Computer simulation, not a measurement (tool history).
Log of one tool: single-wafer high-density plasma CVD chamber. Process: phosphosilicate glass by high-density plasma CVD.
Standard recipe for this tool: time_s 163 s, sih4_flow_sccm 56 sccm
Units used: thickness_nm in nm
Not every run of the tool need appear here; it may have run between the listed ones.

run    hour  time_s  sih4_flow_sccm  read-back reference wafer on the same gauge, thickness_nm  thickness_nm
  1       0     163              56                                                     912.41       904.088
  2    86.6     163              56                                                    912.702       915.163
  3   112.8     163              56                                                    912.373       898.111
  4   135.6     163              49                                                    911.943       797.748
  5   150.4     163              64                                                    912.492      1045.772
  6   180.8     163              64                                                    913.416       1036.34
  7   200.9     153              61                                                    912.284       924.818
  8   212.9     153              61                                                    912.288       924.202
  9   246.9     170              47                                                    911.702       799.196
 10   278.5     163              56                                                    912.189       916.802
 11     310     163              56                                                    911.019       906.859
 12   323.4     163              56                                                    911.864       908.536
 13   340.1     163              56                                                    912.279       910.952
 14   363.9     163              56                                                    911.343        914.37
 15   393.1     163              56                                                    912.207       912.857
 16   485.2     163              56                                                    911.133       908.782
      505.1  -- silane flow controller replaced
 17   513.2     163              56                                                    911.701       876.644
 18   601.8     163              63                                                    913.261       975.381
 19   619.9     141              56                                                    912.312       747.471
 20   645.6     163              60                                                    912.251       928.142
 21   664.4     163              56                                                    912.566       873.163
 22   698.9     194              46                                                     912.66       856.461
 23   715.8     163              45                                                     911.69        700.71
      723.5  -- gauge calibrated
 24   738.7     171              65                                                    911.853      1061.976
 25   771.4     193              51                                                    911.505       944.585
 26   783.7     185              51                                                    911.916       905.645
 27   796.3     163              46                                                    912.644        717.91
 28   831.9     137              47                                                    911.737       618.986
 29     870     148              56                                                    911.349       792.323
 30   899.9     135              56                                                    912.048       722.648
 31   915.7     190              50                                                    911.104       913.738
 32   946.9     149              65                                                    912.723       935.714
 33     976     163              56                                                    911.951       877.512
 34   997.9     163              56                                                    912.854       880.194
 35  1012.1     151              64                                                    911.335       929.792
 36  1048.1     192              62                                                    911.366      1136.805
 37  1067.2     136              59                                                    911.835       773.601
 38    1085     163              56                                                    912.318        879.94
 39  1114.4     192              56                                                    911.496      1038.757
 40    1133     163              56                                                    911.592        875.97
 41  1151.2     163              56                                                    912.641       878.472
 42  1175.3     163              67                                                    911.956       1044.28
 43  1191.6     139              56                                                    911.857       748.816
 44  1225.2     163              56                                                     911.82       886.408
 45  1250.1     174              62                                                    912.082      1039.358

Predict each of these 5 candidate next runs independently; none follows another, all start after run 45:
  A  1250.5     163              56                                                          ?             ?
  B  1250.5     190              51                                                          ?             ?
  C  1250.5     149              48                                                          ?             ?
  D  1250.5     182              56                                                          ?             ?
  E  1250.5     131              67                                                          ?             ?

run  read-back reference wafer on the same gauge, thickness_nm  thickness_nm
  A                                                    911.591       884.362
  B                                                    911.591       938.811
  C                                                    911.591       692.918
  D                                                    911.591       987.447
  E                                                    911.591       850.356
Without the tool's unlogged condition, the same runs would have read:
run  thickness_nm
  A       879.241
  B       933.375
  C       688.906
  D       981.729
  E       845.431
